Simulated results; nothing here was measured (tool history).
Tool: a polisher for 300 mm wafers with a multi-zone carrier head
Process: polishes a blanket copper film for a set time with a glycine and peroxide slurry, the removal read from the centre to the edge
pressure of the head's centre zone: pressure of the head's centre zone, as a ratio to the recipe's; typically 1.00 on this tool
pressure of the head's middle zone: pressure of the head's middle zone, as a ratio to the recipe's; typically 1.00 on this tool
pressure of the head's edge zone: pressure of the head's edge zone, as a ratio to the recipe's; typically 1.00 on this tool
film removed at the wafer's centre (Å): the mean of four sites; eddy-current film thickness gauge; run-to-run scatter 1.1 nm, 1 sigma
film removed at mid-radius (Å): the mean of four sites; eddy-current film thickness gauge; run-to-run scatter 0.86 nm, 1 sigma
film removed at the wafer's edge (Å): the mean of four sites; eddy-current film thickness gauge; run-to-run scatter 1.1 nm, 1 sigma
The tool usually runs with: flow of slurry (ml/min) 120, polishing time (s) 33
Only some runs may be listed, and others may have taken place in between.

run	hour	flow of slurry (ml/min)	pressure of the head's centre zone	pressure of the head's middle zone	pressure of the head's edge zone	polishing time (s)	incoming thickness of the incoming film, nm	film removed at the wafer's centre (Å)	film removed at mid-radius (Å)	film removed at the wafer's edge (Å)
1	0.0	120	1.00	1.00	1.00	33	2002.0	875	1030	1074
2	9.0	120	1.00	1.00	1.00	33	2027.1	872	1030	1080
# hour 13.3: worn pad replaced by a new one
3	16.5	120	1.00	1.00	1.00	33	2018.8	876	1039	1083
4	40.7	120	1.00	1.00	1.00	38	2019.6	1006	1170	1249
5	48.6	120	1.00	1.00	1.00	33	2021.6	857	1017	1063
6	54.9	120	1.00	1.00	1.00	33	2022.8	873	1033	1082
# hour 62.3: worn pad replaced by a new one
7	62.8	120	1.00	1.00	1.00	33	1990.2	861	1032	1065
# hour 68.3: centre zone pressure recalibrated
# hour 71.6: slurry nozzle cleaned
8	75.7	120	1.00	1.00	1.00	33	2006.1	1126	1120	1141
9	89.2	120	1.00	1.00	1.00	33	2028.0	1129	1132	1132
# hour 103.6: carrier head's membrane replaced by a new one
# hour 108.0: worn pad replaced by a new one
10	108.5	120	1.00	1.00	1.00	33	2035.5	1109	1112	1131
11	108.8	120	1.00	1.00	1.00	21	2044.2	704	698	726
12	116.7	120	1.09	0.94	1.00	33	1994.2	1219	1047	1129
13	124.2	120	1.00	1.00	1.00	33	2031.3	1106	1121	1137
14	135.3	120	1.00	1.00	1.00	41	1992.6	1363	1376	1404
# hour 152.3: worn pad replaced by a new one
15	152.8	120	1.00	1.05	1.00	41	2032.2	1346	1416	1409
# hour 155.4: edge zone pressure recalibrated
16	160.3	120	1.00	1.00	1.00	33	2009.2	1065	1101	1141
17	176.8	120	1.00	1.00	1.00	33	2030.9	1111	1090	1126
18	193.8	120	1.09	1.00	0.91	33	2038.0	1171	1089	1051
# hour 209.4: worn pad replaced by a new one
19	210.4	150	1.00	1.04	1.00	39	2021.2	1351	1382	1357
20	218.1	85	1.00	1.00	1.11	33	2057.0	954	962	1100

Pick out some run-to-run changes in film removed at the wafer's centre (Å). Of each, how much would a tool without hidden state show as well, from the settings, what came in and chance, and how much is left for the hidden state and any gauge scatter not in both results compared?
The tool's hidden condition here consists of: removal rate lost through wear of the pad, %; slurry flow missing at the pad, %; deviation of the centre zone's pressure from its setpoint, %; deviation of the edge zone's pressure from its setpoint, %.
Run 3 -> 4: polishing time (s) 33 -> 38. film removed at the wafer's centre (Å) +130: hidden state -52, all else +182.
Run 7 -> 8: centre zone pressure recalibrated, slurry nozzle cleaned. film removed at the wafer's centre (Å) +265: hidden state +279, all else -14.
Run 10 -> 11: polishing time (s) 33 -> 21. film removed at the wafer's centre (Å) -405: hidden state +4, all else -409.
Run 11 -> 12: pressure of the head's centre zone 1.00 -> 1.09, pressure of the head's middle zone 1.00 -> 0.94, polishing time (s) 21 -> 33. film removed at the wafer's centre (Å) +515: hidden state -10, all else +525.
